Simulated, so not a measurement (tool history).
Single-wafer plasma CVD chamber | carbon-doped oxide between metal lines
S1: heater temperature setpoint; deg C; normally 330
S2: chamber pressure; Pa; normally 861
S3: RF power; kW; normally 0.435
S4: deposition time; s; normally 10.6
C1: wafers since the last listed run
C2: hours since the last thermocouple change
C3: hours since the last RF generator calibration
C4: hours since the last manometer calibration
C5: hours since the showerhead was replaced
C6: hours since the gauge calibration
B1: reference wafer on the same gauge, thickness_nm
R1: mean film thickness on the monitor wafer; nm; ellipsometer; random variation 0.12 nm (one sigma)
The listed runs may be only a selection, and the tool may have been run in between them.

run,hour,S1,S2,S3,S4,C1,C2,C3,C4,C5,C6,B1,R1
1,0.0,330,713,0.435,10.6,0,11.5,27.8,1234.1,4711.5,964.7,65.292,58.821
2,13.0,330,713,0.435,10.6,326,24.5,40.8,1247.1,4724.5,977.7,65.291,58.732
3,40.8,330,861,0.435,10.6,697,52.3,68.6,1274.9,4752.3,1005.5,65.286,60.481
4,62.3,330,861,0.435,10.6,539,73.8,90.1,1296.4,4773.8,1027.0,65.301,60.372
5,83.7,330,861,0.435,10.6,537,95.2,111.5,1317.8,4795.2,1048.4,65.302,60.280
6,100.9,330,861,0.435,10.6,431,112.4,128.7,1335.0,4812.4,1065.6,65.316,60.094
7,121.1,330,711,0.435,10.6,507,132.6,148.9,1355.2,4832.6,1085.8,65.290,58.268
8,147.6,330,861,0.495,10.6,665,159.1,175.4,1381.7,4859.1,1112.3,65.295,67.207
# hour 153.1: gauge calibrated
# hour 169.2: capacitance manometer re-zeroed and calibrated
9,172.6,330,861,0.435,10.6,426,184.1,200.4,3.4,4884.1,19.5,65.323,59.940
10,200.2,323,767,0.490,11.6,692,211.7,228.0,31.0,4911.7,47.1,65.308,73.267
# hour 223.1: showerhead replaced
11,230.5,320,977,0.370,11.6,559,242.0,258.3,61.3,7.4,77.4,65.317,57.953
12,250.3,342,861,0.495,10.6,497,261.8,278.1,81.1,27.2,97.2,65.288,64.233
13,274.0,337,672,0.515,8.9,594,285.5,301.8,104.8,50.9,120.9,65.294,54.187
14,289.2,318,1013,0.465,9.8,381,300.7,317.0,120.0,66.1,136.1,65.285,62.281
15,305.3,330,772,0.435,10.6,404,316.8,333.1,136.1,82.2,152.2,65.320,58.589
16,318.3,330,756,0.435,10.6,326,329.8,346.1,149.1,95.2,165.2,65.313,58.194
17,368.2,330,1057,0.480,10.6,1252,379.7,396.0,199.0,145.1,215.1,65.321,65.912
18,386.2,330,983,0.435,9.0,451,397.7,414.0,217.0,163.1,233.1,65.305,51.078
19,404.7,322,685,0.405,10.6,464,416.2,432.5,235.5,181.6,251.6,65.309,54.750
20,429.5,324,664,0.435,11.8,622,441.0,457.3,260.3,206.4,276.4,65.301,64.033
21,444.8,330,861,0.435,10.6,384,456.3,472.6,275.6,221.7,291.7,65.292,59.242
22,463.5,316,861,0.435,10.6,469,475.0,491.3,294.3,240.4,310.4,65.290,62.236
23,491.8,330,861,0.435,10.6,710,503.3,519.6,322.6,268.7,338.7,65.305,59.100
24,515.0,330,861,0.460,10.6,582,526.5,542.8,345.8,291.9,361.9,65.311,62.225
25,547.0,330,861,0.435,10.6,803,558.5,574.8,377.8,323.9,393.9,65.284,59.006
26,562.5,343,755,0.500,10.6,389,574.0,590.3,393.3,339.4,409.4,65.310,62.463
27,576.1,318,924,0.375,8.9,341,587.6,603.9,406.9,353.0,423.0,65.299,44.820
28,592.9,321,861,0.435,9.6,421,604.4,620.7,423.7,369.8,439.8,65.272,55.167
29,628.4,330,861,0.435,10.6,891,639.9,656.2,459.2,405.3,475.3,65.282,58.606

Forecast each of these 4 alternatives for the next run:
A,628.8,330,861,0.350,10.6,10,640.3,656.6,459.6,405.7,475.7,?,?
B,628.8,320,861,0.435,12.1,10,640.3,656.6,459.6,405.7,475.7,?,?
C,628.8,342,723,0.435,10.6,10,640.3,656.6,459.6,405.7,475.7,?,?
D,628.8,335,672,0.510,8.8,10,640.3,656.6,459.6,405.7,475.7,?,?

run,B1,R1
A,65.284,46.987
B,65.284,69.583
C,65.284,55.017
D,65.284,53.046
Take away the tool's hidden state, keep each run's random variation, and the runs would have read:
run,R1
A,48.736
B,72.067
C,56.964
D,54.649

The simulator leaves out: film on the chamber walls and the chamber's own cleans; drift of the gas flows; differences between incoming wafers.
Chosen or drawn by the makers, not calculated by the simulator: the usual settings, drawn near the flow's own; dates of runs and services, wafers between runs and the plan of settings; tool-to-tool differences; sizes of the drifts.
